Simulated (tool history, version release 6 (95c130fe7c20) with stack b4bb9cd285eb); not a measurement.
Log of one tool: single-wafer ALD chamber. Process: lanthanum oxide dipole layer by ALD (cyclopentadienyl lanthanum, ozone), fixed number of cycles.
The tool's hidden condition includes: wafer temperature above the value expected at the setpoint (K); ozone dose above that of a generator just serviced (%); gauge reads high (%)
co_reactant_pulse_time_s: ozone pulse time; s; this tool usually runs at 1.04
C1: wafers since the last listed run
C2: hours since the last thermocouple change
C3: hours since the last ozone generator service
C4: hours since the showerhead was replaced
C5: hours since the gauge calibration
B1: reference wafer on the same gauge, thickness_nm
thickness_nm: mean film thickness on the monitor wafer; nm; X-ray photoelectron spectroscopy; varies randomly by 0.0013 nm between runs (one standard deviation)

Run 1, day 0: usual settings; C1 0; C2 987.6; C3 1216; C4 5370.6; C5 183.9; B1 0.586. Result: thickness_nm 0.478 nm.
Run 2, day 0.529: usual settings; C1 236; C2 1000.3; C3 1228.7; C4 5383.3; C5 196.6; B1 0.586. Result: thickness_nm 0.48 nm.
Run 3, day 0.788: usual settings; C1 115; C2 1006.5; C3 1234.9; C4 5389.5; C5 202.8; B1 0.586. Result: thickness_nm 0.478 nm.
Run 4, day 1.433: usual settings but co_reactant_pulse_time_s 0.94 s; C1 288; C2 1022; C3 1250.4; C4 5405; C5 218.3; B1 0.586. Result: thickness_nm 0.466 nm.
Run 5, day 1.838: usual settings but co_reactant_pulse_time_s 0.94 s; C1 180; C2 1031.7; C3 1260.1; C4 5414.7; C5 228; B1 0.587. Result: thickness_nm 0.465 nm.
Run 6, day 2.096: usual settings; C1 115; C2 1037.9; C3 1266.3; C4 5420.9; C5 234.2; B1 0.586. Result: thickness_nm 0.478 nm.
Run 7, day 4.033: usual settings; C1 864; C2 1084.4; C3 1312.8; C4 5467.4; C5 280.7; B1 0.586. Result: thickness_nm 0.478 nm.
Run 8, day 4.767: usual settings; C1 327; C2 1102; C3 1330.4; C4 5485; C5 298.3; B1 0.586. Result: thickness_nm 0.477 nm.
Run 9, day 5.417: usual settings but co_reactant_pulse_time_s 1.32 s; C1 289; C2 1117.6; C3 1346; C4 5500.6; C5 313.9; B1 0.586. Result: thickness_nm 0.509 nm.
Run 10, day 5.996: usual settings; C1 258; C2 1131.5; C3 1359.9; C4 5514.5; C5 327.8; B1 0.586. Result: thickness_nm 0.477 nm.
Run 11, day 6.288: usual settings; C1 130; C2 1138.5; C3 1366.9; C4 5521.5; C5 334.8; B1 0.587. Result: thickness_nm 0.475 nm.
Run 12, day 6.571: usual settings; C1 126; C2 1145.3; C3 1373.7; C4 5528.3; C5 341.6; B1 0.586. Result: thickness_nm 0.477 nm.
Run 13, day 7.188: usual settings but co_reactant_pulse_time_s 0.73 s; C1 275; C2 1160.1; C3 1388.5; C4 5543.1; C5 356.4; B1 0.586. Result: thickness_nm 0.425 nm.
At day 7.838: ozone generator serviced.
At day 8.029: thermocouple changed; heater temperature recalibrated.
Run 14, day 8.05: usual settings but co_reactant_pulse_time_s 0.73 s; C1 150; C2 0.5; C3 5.1; C4 5563.8; C5 377.1; B1 0.586. Result: thickness_nm 0.467 nm.
At day 8.179: gauge calibrated.
Run 15, day 8.354: usual settings but co_reactant_pulse_time_s 1.15 s; C1 135; C2 7.8; C3 12.4; C4 5571.1; C5 4.2; B1 0.586. Result: thickness_nm 0.519 nm.
Run 16, day 9.1: usual settings; C1 332; C2 25.7; C3 30.3; C4 5589; C5 22.1; B1 0.586. Result: thickness_nm 0.508 nm.
Run 17, day 9.458: usual settings but co_reactant_pulse_time_s 0.83 s; C1 159; C2 34.3; C3 38.9; C4 5597.6; C5 30.7; B1 0.586. Result: thickness_nm 0.481 nm.
Run 18, day 9.733: usual settings but co_reactant_pulse_time_s 1.3 s; C1 122; C2 40.9; C3 45.5; C4 5604.2; C5 37.3; B1 0.586. Result: thickness_nm 0.535 nm.
Run 19, day 10.225: usual settings; C1 219; C2 52.7; C3 57.3; C4 5616; C5 49.1; B1 0.586. Result: thickness_nm 0.51 nm.
At day 10.571: showerhead replaced.
Run 20, day 10.617: usual settings but co_reactant_pulse_time_s 0.63 s; C1 26; C2 62.1; C3 66.7; C4 1.1; C5 58.5; B1 0.585. Result: thickness_nm 0.446 nm.
Run 21, day 10.992: usual settings but co_reactant_pulse_time_s 1.44 s; C1 167; C2 71.1; C3 75.7; C4 10.1; C5 67.5; B1 0.586. Result: thickness_nm 0.544 nm.
Run 22, day 11.708: usual settings; C1 319; C2 88.3; C3 92.9; C4 27.3; C5 84.7; B1 0.586. Result: thickness_nm 0.507 nm.
Run 23, day 12.412: usual settings but co_reactant_pulse_time_s 0.75 s; C1 314; C2 105.2; C3 109.8; C4 44.2; C5 101.6; B1 0.586. Result: thickness_nm 0.466 nm.
Run 24, day 12.842: usual settings; C1 191; C2 115.5; C3 120.1; C4 54.5; C5 111.9; B1 0.585. Result: thickness_nm 0.509 nm.
Run 25, day 13.467: usual settings but co_reactant_pulse_time_s 0.79 s; C1 278; C2 130.5; C3 135.1; C4 69.5; C5 126.9; B1 0.586. Result: thickness_nm 0.474 nm.
Run 26, day 14.054: usual settings; C1 262; C2 144.6; C3 149.2; C4 83.6; C5 141; B1 0.586. Result: thickness_nm 0.508 nm.
Run 27, day 14.579: usual settings but co_reactant_pulse_time_s 1.25 s; C1 234; C2 157.2; C3 161.8; C4 96.2; C5 153.6; B1 0.585. Result: thickness_nm 0.525 nm.
Run 28, day 15.296: usual settings but co_reactant_pulse_time_s 1.4 s; C1 319; C2 174.4; C3 179; C4 113.4; C5 170.8; B1 0.586. Result: thickness_nm 0.539 nm.
Run 29, day 15.588: usual settings but co_reactant_pulse_time_s 1.15 s; C1 130; C2 181.4; C3 186; C4 120.4; C5 177.8; B1 0.587. Result: thickness_nm 0.517 nm.
Run 30, day 15.854: usual settings but co_reactant_pulse_time_s 1.24 s; C1 118; C2 187.8; C3 192.4; C4 126.8; C5 184.2; B1 0.586. Result: thickness_nm 0.527 nm.

Here are 4 independent what-if runs from the current tool condition. What would each one return?
Run A, day 15.871: usual settings but co_reactant_pulse_time_s 1.39 s; C1 7; C2 188.2; C3 192.8; C4 127.2; C5 184.6; B1 ?. Result: thickness_nm ?.
Run B, day 15.871: usual settings but co_reactant_pulse_time_s 0.87 s; C1 7; C2 188.2; C3 192.8; C4 127.2; C5 184.6; B1 ?. Result: thickness_nm ?.
Run C, day 15.871: usual settings but co_reactant_pulse_time_s 0.78 s; C1 7; C2 188.2; C3 192.8; C4 127.2; C5 184.6; B1 ?. Result: thickness_nm ?.
Run D, day 15.871: usual settings but co_reactant_pulse_time_s 0.77 s; C1 7; C2 188.2; C3 192.8; C4 127.2; C5 184.6; B1 ?. Result: thickness_nm ?.

run     B1  thickness_nm
  A  0.586          0.54
  B  0.586         0.487
  C  0.586         0.473
  D  0.586         0.471
The same runs, with their run-to-run variation unchanged, on a tool lacking any hidden condition would have given:
run  thickness_nm
  A         0.543
  B         0.491
  C         0.478
  D         0.476

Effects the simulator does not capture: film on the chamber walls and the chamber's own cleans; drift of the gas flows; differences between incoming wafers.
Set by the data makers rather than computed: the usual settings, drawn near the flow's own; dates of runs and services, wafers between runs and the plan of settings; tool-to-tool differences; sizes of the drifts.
